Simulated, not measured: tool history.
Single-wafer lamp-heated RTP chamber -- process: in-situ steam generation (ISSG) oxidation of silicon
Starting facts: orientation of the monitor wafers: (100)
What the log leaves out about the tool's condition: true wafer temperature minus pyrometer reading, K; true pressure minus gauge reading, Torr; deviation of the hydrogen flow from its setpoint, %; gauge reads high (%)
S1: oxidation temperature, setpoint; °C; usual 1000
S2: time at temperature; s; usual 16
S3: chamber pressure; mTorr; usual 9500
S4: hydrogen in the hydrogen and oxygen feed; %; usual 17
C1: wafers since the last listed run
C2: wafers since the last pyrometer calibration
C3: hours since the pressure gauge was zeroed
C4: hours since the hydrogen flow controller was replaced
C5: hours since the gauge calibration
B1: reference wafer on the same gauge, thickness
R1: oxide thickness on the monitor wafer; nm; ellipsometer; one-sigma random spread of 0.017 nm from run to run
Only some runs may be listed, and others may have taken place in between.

run   hour    S1  S2    S3  S4   C1    C2      C3      C4     C5     B1     R1
  1    0.0  1000  18  9500  17    0  1447  2277.4  5484.9  353.1  5.110  5.152
  2   30.7  1000  18  9500  17  321  1769  2308.1  5515.6  383.8  5.109  5.146
  3   67.7  1000  18  9500  17  387  2157  2345.1  5552.6  420.8  5.109  5.203
  4  109.5  1000  16  9900  17  438  2595  2386.9  5594.4  462.6  5.115  4.878
  5  174.9  1000  16  9900  17  685  3280  2452.3  5659.8  528.0  5.110  4.919
     181.0  -- gauge calibrated
     231.9  -- hydrogen flow controller replaced
  6  243.8  1000  16  9500  17  638  3918  2521.2    11.9   62.8  5.109  4.924
     255.0  -- pressure gauge zeroed
  7  275.8  1000  16  9500  17  251  4170    20.8    43.9   94.8  5.105  4.948
     306.2  -- pyrometer window cleaned and pyrometer calibrated
  8  306.7  1000  22  9500  11  239     5    51.7    74.8  125.7  5.113  5.397
  9  361.0  1007  14  9500  17  569   574   106.0   129.1  180.0  5.108  4.944
     387.7  -- pyrometer window cleaned and pyrometer calibrated, repeated, since the last time left the tool worse
 10  398.6   993  16  8500  17  310   114   143.6   166.7  217.6  5.108  4.749
 11  425.6  1009  16  9500  17  282   397   170.6   193.7  244.6  5.109  5.035
 12  497.1  1017  19  8000  11  749  1146   242.1   265.2  316.1  5.109  5.259
 13  558.4  1000  16  9500  17  642  1789   303.4   326.5  377.4  5.110  4.882
 14  601.6  1000  16  9500  17  452  2241   346.6   369.7  420.6  5.110  4.857

Here are 3 independent what-if runs from the current tool condition. What would each one return?
  A  602.0  1000  19  9500  17   4  2245  347.0  370.1  421.0   ?   ?
  B  602.0   987  12  8400  11   4  2245  347.0  370.1  421.0   ?   ?
  C  602.0   982  16  9500  11   4  2245  347.0  370.1  421.0   ?   ?

run     B1     R1
  A  5.108  5.279
  B  5.108  3.748
  C  5.108  4.157
With the hidden condition removed and each run's random variation left untouched, the same runs would have given:
run     R1
  A  5.201
  B  3.706
  C  4.106
